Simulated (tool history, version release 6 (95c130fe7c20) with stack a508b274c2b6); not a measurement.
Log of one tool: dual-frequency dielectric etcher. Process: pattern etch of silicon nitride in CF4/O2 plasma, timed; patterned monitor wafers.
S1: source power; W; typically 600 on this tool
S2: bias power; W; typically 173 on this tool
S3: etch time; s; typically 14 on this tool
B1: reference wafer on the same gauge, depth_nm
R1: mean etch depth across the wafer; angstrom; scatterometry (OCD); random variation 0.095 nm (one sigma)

| run | day | S1 | S2 | S3 | B1 | R1 |
|---|---|---|---|---|---|---|
| 1 | 0 | 600 | 173 | 14 | 32.31 | 313.3 |
| 2 | 2.1 | 600 | 173 | 14 | 32.27 | 312.2 |
| 3 | 5.362 | 600 | 173 | 14 | 32.29 | 308.7 |
| 4 | 9.083 | 660 | 191 | 14 | 32.31 | 339.2 |
| 5 | 12.492 | 660 | 191 | 14 | 32.25 | 336.3 |
| 6 | 14.062 | 560 | 173 | 14 | 32.26 | 287.2 |
| 7 | 18.158 | 550 | 173 | 14 | 32.29 | 280.3 |
| 8 | 20.25 | 600 | 173 | 16.5 | 32.28 | 352.4 |
|  | 21.683 | wet clean of the chamber |
| 9 | 24.725 | 600 | 173 | 16.5 | 32.32 | 364.8 |
| 10 | 28.475 | 600 | 173 | 16.5 | 32.32 | 360.7 |
| 11 | 30.788 | 600 | 173 | 14 | 32.28 | 304.9 |
| 12 | 34.033 | 600 | 173 | 14 | 32.25 | 302.6 |
| 13 | 37.704 | 600 | 173 | 14 | 32.26 | 299.7 |
| 14 | 39.388 | 600 | 173 | 14 | 32.26 | 299.5 |
|  | 39.921 | gauge calibrated |
|  | 41.283 | upper electrode replaced |
| 15 | 41.304 | 530 | 143 | 16.5 | 32.32 | 302.6 |
|  | 42.758 | wet clean of the chamber |
| 16 | 43.429 | 710 | 211 | 14 | 32.28 | 376 |
|  | 43.862 | source power generator calibrated |
| 17 | 47.621 | 500 | 173 | 14 | 32.37 | 284.5 |
|  | 49.492 | bias power generator calibrated |
| 18 | 52.033 | 550 | 198 | 17 | 32.3 | 383.4 |
| 19 | 55.429 | 720 | 173 | 14 | 32.29 | 371.1 |
| 20 | 59.517 | 550 | 209 | 11 | 32.28 | 249 |
|  | 62.375 | wet clean of the chamber |
| 21 | 62.896 | 660 | 191 | 14 | 32.35 | 359.5 |
| 22 | 67.233 | 600 | 173 | 14 | 32.32 | 322 |
| 23 | 70.35 | 600 | 173 | 13 | 32.28 | 298.1 |
| 24 | 78.288 | 600 | 133 | 16 | 32.28 | 333.2 |

5 ways to go on from here, each from the tool as it stands after run 24. What would each give?
| A | 78.304 | 600 | 173 | 14 | ? | ? |
| B | 78.304 | 450 | 208 | 15 | ? | ? |
| C | 78.304 | 530 | 144 | 17.5 | ? | ? |
| D | 78.304 | 530 | 173 | 12 | ? | ? |
| E | 78.304 | 740 | 173 | 14 | ? | ? |

| run | B1 | R1 |
|---|---|---|
| A | 32.25 | 315.5 |
| B | 32.25 | 290 |
| C | 32.25 | 339 |
| D | 32.25 | 246.3 |
| E | 32.25 | 371.1 |
Without the tool's hidden state the same runs would have given:
| run | R1 |
|---|---|
| A | 324.5 |
| B | 298.2 |
| C | 348.5 |
| D | 253.2 |
| E | 381.5 |
